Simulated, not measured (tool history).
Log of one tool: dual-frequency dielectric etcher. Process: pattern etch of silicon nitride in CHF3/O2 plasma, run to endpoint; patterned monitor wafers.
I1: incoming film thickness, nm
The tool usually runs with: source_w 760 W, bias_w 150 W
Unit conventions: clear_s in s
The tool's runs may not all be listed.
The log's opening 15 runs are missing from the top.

Run 16, day 16.8: usual settings; I1 110.4. Result: clear_s 73.4 s.
Run 17, day 17.871: usual settings; I1 109.7. Result: clear_s 72.9 s.
Run 18, day 19.371: usual settings but source_w 920 W, bias_w 132 W; I1 110.1. Result: clear_s 73.2 s.
Run 19, day 20.046: usual settings but bias_w 161 W; I1 109.5. Result: clear_s 70.8 s.
Run 20, day 20.825: usual settings but source_w 830 W, bias_w 176 W; I1 110.4. Result: clear_s 66.8 s.
At day 21.962: wet clean of the chamber.
At day 22.546: upper electrode replaced.
Run 21, day 22.567: usual settings but source_w 670 W, bias_w 121 W; I1 110.5. Result: clear_s 83.8 s.
Run 22, day 23.046: usual settings but source_w 890 W, bias_w 128 W; I1 110.5. Result: clear_s 75.4 s.
Run 23, day 24.138: usual settings but source_w 630 W; I1 110.6. Result: clear_s 78.4 s.
At day 25.05: bias power generator calibrated.
Run 24, day 25.083: usual settings but source_w 610 W, bias_w 180 W; I1 110.2. Result: clear_s 73.1 s.
Run 25, day 26.179: usual settings; I1 109.2. Result: clear_s 73.4 s.
Run 26, day 27.029: usual settings but source_w 620 W; I1 109.9. Result: clear_s 78.1 s.
Run 27, day 27.846: usual settings; I1 110.8. Result: clear_s 73.8 s.
Run 28, day 28.383: usual settings but bias_w 139 W; I1 109.9. Result: clear_s 75.4 s.
Run 29, day 29.046: usual settings but bias_w 161 W; I1 109.9. Result: clear_s 71.2 s.
Run 30, day 31.183: usual settings but bias_w 118 W; I1 109.9. Result: clear_s 80.1 s.
Run 31, day 33.7: usual settings but source_w 710 W, bias_w 139 W; I1 111.4. Result: clear_s 77.3 s.
Run 32, day 35.042: usual settings but source_w 870 W, bias_w 171 W; I1 109.7. Result: clear_s 66.3 s.
At day 36.575: wet clean of the chamber.
Run 33, day 36.596: usual settings but source_w 940 W, bias_w 138 W; I1 111.2. Result: clear_s 71.8 s.

Consider 5 possible next runs. They are alternatives, not a sequence: every one starts from the tool as it was left by run 33. What does each give?
Run A, day 36.612: usual settings; I1 110.4. Result: clear_s ?.
Run B, day 36.612: usual settings but source_w 920 W, bias_w 131 W; I1 110.4. Result: clear_s ?.
Run C, day 36.612: usual settings but source_w 820 W, bias_w 178 W; I1 110.4. Result: clear_s ?.
Run D, day 36.612: usual settings but source_w 680 W, bias_w 168 W; I1 110.4. Result: clear_s ?.
Run E, day 36.612: usual settings but source_w 610 W, bias_w 133 W; I1 110.4. Result: clear_s ?.

run  clear_s
  A     74.1
  B     73.8
  C     67.8
  D     73.2
  E     82.7
With the hidden condition removed and each run's random variation left untouched, the same runs would have given:
run  clear_s
  A     74.3
  B     73.9
  C     67.9
  D     73.3
  E     82.9
